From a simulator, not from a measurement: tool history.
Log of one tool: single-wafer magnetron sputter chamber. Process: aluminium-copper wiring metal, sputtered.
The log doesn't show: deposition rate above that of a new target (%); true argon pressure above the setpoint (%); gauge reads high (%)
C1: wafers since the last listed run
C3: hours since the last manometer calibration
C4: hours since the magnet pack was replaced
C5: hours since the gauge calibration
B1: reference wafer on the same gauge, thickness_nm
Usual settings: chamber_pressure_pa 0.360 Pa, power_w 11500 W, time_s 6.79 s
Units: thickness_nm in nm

{"run": 1, "hour": 0.0, "chamber_pressure_pa": 0.36, "power_w": 11500, "time_s": 6.79, "C1": 0, "wafers on the sputter target": 904, "C3": 1688.2, "C4": 4832.8, "C5": 232.0, "B1": 143.686, "thickness_nm": 141.986}
{"run": 2, "hour": 89.8, "chamber_pressure_pa": 0.36, "power_w": 11500, "time_s": 6.79, "C1": 2721, "wafers on the sputter target": 3626, "C3": 1778.0, "C4": 4922.6, "C5": 321.8, "B1": 143.714, "thickness_nm": 143.391}
{"hour": 139.8, "done": "sputter target and shields replaced"}
{"run": 3, "hour": 140.3, "chamber_pressure_pa": 0.36, "power_w": 11500, "time_s": 6.79, "C1": 1287, "wafers on the sputter target": 15, "C3": 1828.5, "C4": 4973.1, "C5": 372.3, "B1": 143.748, "thickness_nm": 142.663}
{"run": 4, "hour": 207.2, "chamber_pressure_pa": 0.36, "power_w": 11500, "time_s": 6.79, "C1": 2027, "wafers on the sputter target": 2042, "C3": 1895.4, "C4": 5040.0, "C5": 439.2, "B1": 144.045, "thickness_nm": 142.701}
{"run": 5, "hour": 285.9, "chamber_pressure_pa": 0.36, "power_w": 11500, "time_s": 6.79, "C1": 2384, "wafers on the sputter target": 4427, "C3": 1974.1, "C4": 5118.7, "C5": 517.9, "B1": 144.15, "thickness_nm": 143.093}
{"hour": 317.9, "done": "sputter target and shields replaced"}
{"run": 6, "hour": 325.9, "chamber_pressure_pa": 0.36, "power_w": 11500, "time_s": 6.79, "C1": 969, "wafers on the sputter target": 243, "C3": 2014.1, "C4": 5158.7, "C5": 557.9, "B1": 144.221, "thickness_nm": 143.393}
{"run": 7, "hour": 371.2, "chamber_pressure_pa": 0.36, "power_w": 11500, "time_s": 6.79, "C1": 1372, "wafers on the sputter target": 1616, "C3": 2059.4, "C4": 5204.0, "C5": 603.2, "B1": 144.346, "thickness_nm": 143.031}
{"run": 8, "hour": 412.7, "chamber_pressure_pa": 0.36, "power_w": 11500, "time_s": 6.79, "C1": 1257, "wafers on the sputter target": 2874, "C3": 2100.9, "C4": 5245.5, "C5": 644.7, "B1": 144.442, "thickness_nm": 143.324}
{"hour": 483.8, "done": "sputter target and shields replaced"}
{"run": 9, "hour": 488.2, "chamber_pressure_pa": 0.322, "power_w": 9300, "time_s": 7.33, "C1": 2045, "wafers on the sputter target": 132, "C3": 2176.4, "C4": 5321.0, "C5": 720.2, "B1": 144.704, "thickness_nm": 129.9}
{"run": 10, "hour": 538.2, "chamber_pressure_pa": 0.439, "power_w": 11500, "time_s": 7.47, "C1": 1515, "wafers on the sputter target": 1647, "C3": 2226.4, "C4": 5371.0, "C5": 770.2, "B1": 144.839, "thickness_nm": 147.634}
{"run": 11, "hour": 579.5, "chamber_pressure_pa": 0.449, "power_w": 12400, "time_s": 6.43, "C1": 1251, "wafers on the sputter target": 2898, "C3": 2267.7, "C4": 5412.3, "C5": 811.5, "B1": 144.9, "thickness_nm": 135.408}
{"hour": 630.8, "done": "capacitance manometer re-zeroed and calibrated"}
{"hour": 633.1, "done": "magnet pack replaced"}
{"run": 12, "hour": 645.7, "chamber_pressure_pa": 0.36, "power_w": 11500, "time_s": 6.79, "C1": 1693, "wafers on the sputter target": 4592, "C3": 14.9, "C4": 12.6, "C5": 877.7, "B1": 145.261, "thickness_nm": 144.418}
{"hour": 689.7, "done": "sputter target and shields replaced"}
{"run": 13, "hour": 706.4, "chamber_pressure_pa": 0.403, "power_w": 8850, "time_s": 6.79, "C1": 1597, "wafers on the sputter target": 505, "C3": 75.6, "C4": 73.3, "C5": 938.4, "B1": 145.471, "thickness_nm": 106.985}
{"hour": 720.2, "done": "gauge calibrated"}
{"run": 14, "hour": 796.6, "chamber_pressure_pa": 0.268, "power_w": 12350, "time_s": 6.79, "C1": 2733, "wafers on the sputter target": 3238, "C3": 165.8, "C4": 163.5, "C5": 76.4, "B1": 144.103, "thickness_nm": 167.219}
{"hour": 859.3, "done": "sputter target and shields replaced"}
{"run": 15, "hour": 895.2, "chamber_pressure_pa": 0.36, "power_w": 11500, "time_s": 6.79, "C1": 2745, "wafers on the sputter target": 1088, "C3": 264.4, "C4": 262.1, "C5": 175.0, "B1": 144.141, "thickness_nm": 143.497}
{"run": 16, "hour": 951.8, "chamber_pressure_pa": 0.36, "power_w": 11500, "time_s": 6.79, "C1": 1715, "wafers on the sputter target": 2803, "C3": 321.0, "C4": 318.7, "C5": 231.6, "B1": 144.326, "thickness_nm": 142.742}

4 ways to go on from here, each from the tool as it stands after run 16. What would each give?
{"run": "A", "hour": 952.2, "chamber_pressure_pa": 0.36, "power_w": 10000, "time_s": 6.79, "C1": 12, "wafers on the sputter target": 2815, "C3": 321.4, "C4": 319.1, "C5": 232.0, "B1": "?", "thickness_nm": "?"}
{"run": "B", "hour": 952.2, "chamber_pressure_pa": 0.227, "power_w": 13350, "time_s": 7.65, "C1": 12, "wafers on the sputter target": 2815, "C3": 321.4, "C4": 319.1, "C5": 232.0, "B1": "?", "thickness_nm": "?"}
{"run": "C", "hour": 952.2, "chamber_pressure_pa": 0.235, "power_w": 9400, "time_s": 6.79, "C1": 12, "wafers on the sputter target": 2815, "C3": 321.4, "C4": 319.1, "C5": 232.0, "B1": "?", "thickness_nm": "?"}
{"run": "D", "hour": 952.2, "chamber_pressure_pa": 0.459, "power_w": 13250, "time_s": 7.78, "C1": 12, "wafers on the sputter target": 2815, "C3": 321.4, "C4": 319.1, "C5": 232.0, "B1": "?", "thickness_nm": "?"}

run=A B1=144.223 thickness_nm=124.261
run=B B1=144.223 thickness_nm=211.120
run=C B1=144.223 thickness_nm=130.959
run=D B1=144.223 thickness_nm=172.898
Without the tool's hidden state the same runs would have given:
run=A thickness_nm=124.037
run=B thickness_nm=210.741
run=C thickness_nm=130.723
run=D thickness_nm=172.587

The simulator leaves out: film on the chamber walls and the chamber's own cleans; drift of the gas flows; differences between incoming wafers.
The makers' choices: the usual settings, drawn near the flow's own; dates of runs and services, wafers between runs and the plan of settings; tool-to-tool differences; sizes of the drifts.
